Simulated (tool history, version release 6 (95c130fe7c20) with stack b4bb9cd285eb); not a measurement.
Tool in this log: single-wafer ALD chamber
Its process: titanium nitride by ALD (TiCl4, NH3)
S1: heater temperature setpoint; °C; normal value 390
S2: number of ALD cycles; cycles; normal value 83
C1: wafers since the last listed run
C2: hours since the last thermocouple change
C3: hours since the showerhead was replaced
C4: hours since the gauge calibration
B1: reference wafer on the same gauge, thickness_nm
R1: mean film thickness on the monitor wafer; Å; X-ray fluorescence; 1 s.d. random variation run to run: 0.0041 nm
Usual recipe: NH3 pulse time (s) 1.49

{"run": 1, "hour": 0.0, "S1": 390, "S2": 83, "NH3 pulse time (s)": 1.49, "C1": 0, "C2": 1152.7, "C3": 2059.4, "C4": 977.8, "B1": 1.54, "R1": 16.32}
{"hour": 23.1, "done": "gauge calibrated"}
{"run": 2, "hour": 71.4, "S1": 390, "S2": 83, "NH3 pulse time (s)": 1.66, "C1": 199, "C2": 1224.1, "C3": 2130.8, "C4": 48.3, "B1": 1.539, "R1": 16.38}
{"run": 3, "hour": 127.6, "S1": 390, "S2": 83, "NH3 pulse time (s)": 1.49, "C1": 156, "C2": 1280.3, "C3": 2187, "C4": 104.5, "B1": 1.54, "R1": 16.29}
{"run": 4, "hour": 289.7, "S1": 390, "S2": 83, "NH3 pulse time (s)": 1.49, "C1": 452, "C2": 1442.4, "C3": 2349.1, "C4": 266.6, "B1": 1.54, "R1": 16.35}
{"run": 5, "hour": 314.9, "S1": 390, "S2": 83, "NH3 pulse time (s)": 1.49, "C1": 70, "C2": 1467.6, "C3": 2374.3, "C4": 291.8, "B1": 1.54, "R1": 16.29}
{"run": 6, "hour": 350.5, "S1": 390, "S2": 83, "NH3 pulse time (s)": 1.49, "C1": 99, "C2": 1503.2, "C3": 2409.9, "C4": 327.4, "B1": 1.54, "R1": 16.26}
{"run": 7, "hour": 409.9, "S1": 390, "S2": 83, "NH3 pulse time (s)": 1.49, "C1": 165, "C2": 1562.6, "C3": 2469.3, "C4": 386.8, "B1": 1.54, "R1": 16.3}
{"run": 8, "hour": 449.6, "S1": 390, "S2": 83, "NH3 pulse time (s)": 1.49, "C1": 110, "C2": 1602.3, "C3": 2509, "C4": 426.5, "B1": 1.541, "R1": 16.25}
{"run": 9, "hour": 492.1, "S1": 390, "S2": 83, "NH3 pulse time (s)": 1.49, "C1": 118, "C2": 1644.8, "C3": 2551.5, "C4": 469, "B1": 1.541, "R1": 16.33}
{"run": 10, "hour": 650.5, "S1": 390, "S2": 83, "NH3 pulse time (s)": 1.49, "C1": 441, "C2": 1803.2, "C3": 2709.9, "C4": 627.4, "B1": 1.54, "R1": 16.26}
{"run": 11, "hour": 681.3, "S1": 390, "S2": 83, "NH3 pulse time (s)": 1.49, "C1": 85, "C2": 1834, "C3": 2740.7, "C4": 658.2, "B1": 1.541, "R1": 16.29}
{"run": 12, "hour": 735.9, "S1": 390, "S2": 83, "NH3 pulse time (s)": 1.49, "C1": 152, "C2": 1888.6, "C3": 2795.3, "C4": 712.8, "B1": 1.54, "R1": 16.28}
{"run": 13, "hour": 778.0, "S1": 390, "S2": 83, "NH3 pulse time (s)": 1.49, "C1": 117, "C2": 1930.7, "C3": 2837.4, "C4": 754.9, "B1": 1.541, "R1": 16.34}
{"hour": 803.7, "done": "showerhead replaced"}
{"run": 14, "hour": 811.7, "S1": 390, "S2": 83, "NH3 pulse time (s)": 1.68, "C1": 71, "C2": 1964.4, "C3": 8, "C4": 788.6, "B1": 1.54, "R1": 16.36}
{"run": 15, "hour": 881.6, "S1": 390, "S2": 72, "NH3 pulse time (s)": 1.49, "C1": 194, "C2": 2034.3, "C3": 77.9, "C4": 858.5, "B1": 1.541, "R1": 14.13}
{"run": 16, "hour": 948.8, "S1": 377, "S2": 74, "NH3 pulse time (s)": 1.94, "C1": 187, "C2": 2101.5, "C3": 145.1, "C4": 925.7, "B1": 1.54, "R1": 14.46}
{"run": 17, "hour": 1017.5, "S1": 390, "S2": 83, "NH3 pulse time (s)": 1.49, "C1": 191, "C2": 2170.2, "C3": 213.8, "C4": 994.4, "B1": 1.54, "R1": 16.28}
{"hour": 1033.1, "done": "gauge calibrated"}
{"run": 18, "hour": 1079.0, "S1": 395, "S2": 99, "NH3 pulse time (s)": 1.49, "C1": 171, "C2": 2231.7, "C3": 275.3, "C4": 45.9, "B1": 1.54, "R1": 19.46}
{"run": 19, "hour": 1131.2, "S1": 390, "S2": 83, "NH3 pulse time (s)": 1.49, "C1": 145, "C2": 2283.9, "C3": 327.5, "C4": 98.1, "B1": 1.54, "R1": 16.29}
{"run": 20, "hour": 1165.1, "S1": 390, "S2": 83, "NH3 pulse time (s)": 1.87, "C1": 94, "C2": 2317.8, "C3": 361.4, "C4": 132, "B1": 1.541, "R1": 16.33}
{"hour": 1214.4, "done": "thermocouple changed; heater temperature recalibrated"}
{"run": 21, "hour": 1233.7, "S1": 390, "S2": 83, "NH3 pulse time (s)": 1.49, "C1": 169, "C2": 19.3, "C3": 430, "C4": 200.6, "B1": 1.539, "R1": 16.26}
{"run": 22, "hour": 1278.8, "S1": 390, "S2": 83, "NH3 pulse time (s)": 1.49, "C1": 125, "C2": 64.4, "C3": 475.1, "C4": 245.7, "B1": 1.54, "R1": 16.18}
{"run": 23, "hour": 1444.4, "S1": 390, "S2": 83, "NH3 pulse time (s)": 1.34, "C1": 461, "C2": 230, "C3": 640.7, "C4": 411.3, "B1": 1.54, "R1": 16.24}
{"run": 24, "hour": 1488.3, "S1": 390, "S2": 78, "NH3 pulse time (s)": 1.67, "C1": 122, "C2": 273.9, "C3": 684.6, "C4": 455.2, "B1": 1.54, "R1": 15.45}
{"run": 25, "hour": 1530.4, "S1": 383, "S2": 83, "NH3 pulse time (s)": 1.2, "C1": 117, "C2": 316, "C3": 726.7, "C4": 497.3, "B1": 1.54, "R1": 15.95}
{"run": 26, "hour": 1583.4, "S1": 390, "S2": 99, "NH3 pulse time (s)": 1.49, "C1": 147, "C2": 369, "C3": 779.7, "C4": 550.3, "B1": 1.541, "R1": 19.35}
{"run": 27, "hour": 1610.4, "S1": 390, "S2": 67, "NH3 pulse time (s)": 1.49, "C1": 75, "C2": 396, "C3": 806.7, "C4": 577.3, "B1": 1.54, "R1": 13.14}
{"run": 28, "hour": 1662.1, "S1": 397, "S2": 91, "NH3 pulse time (s)": 1.91, "C1": 144, "C2": 447.7, "C3": 858.4, "C4": 629, "B1": 1.539, "R1": 18.17}
{"run": 29, "hour": 1721.5, "S1": 390, "S2": 83, "NH3 pulse time (s)": 1.66, "C1": 165, "C2": 507.1, "C3": 917.8, "C4": 688.4, "B1": 1.54, "R1": 16.3}

How the hidden state differs across the entries between the runs, from the last listed run before each to the first after it:
In the gap between runs 1 and 2: gauge calibrated (hour 23.1)
  no hidden state differs between the two runs
In the gap between runs 13 and 14: showerhead replaced (hour 803.7)
  no hidden state differs between the two runs
In the gap between runs 17 and 18: gauge calibrated (hour 1033.1)
  no hidden state differs between the two runs
In the gap between runs 20 and 21: thermocouple changed; heater temperature recalibrated (hour 1214.4)
  no hidden state differs between the two runs
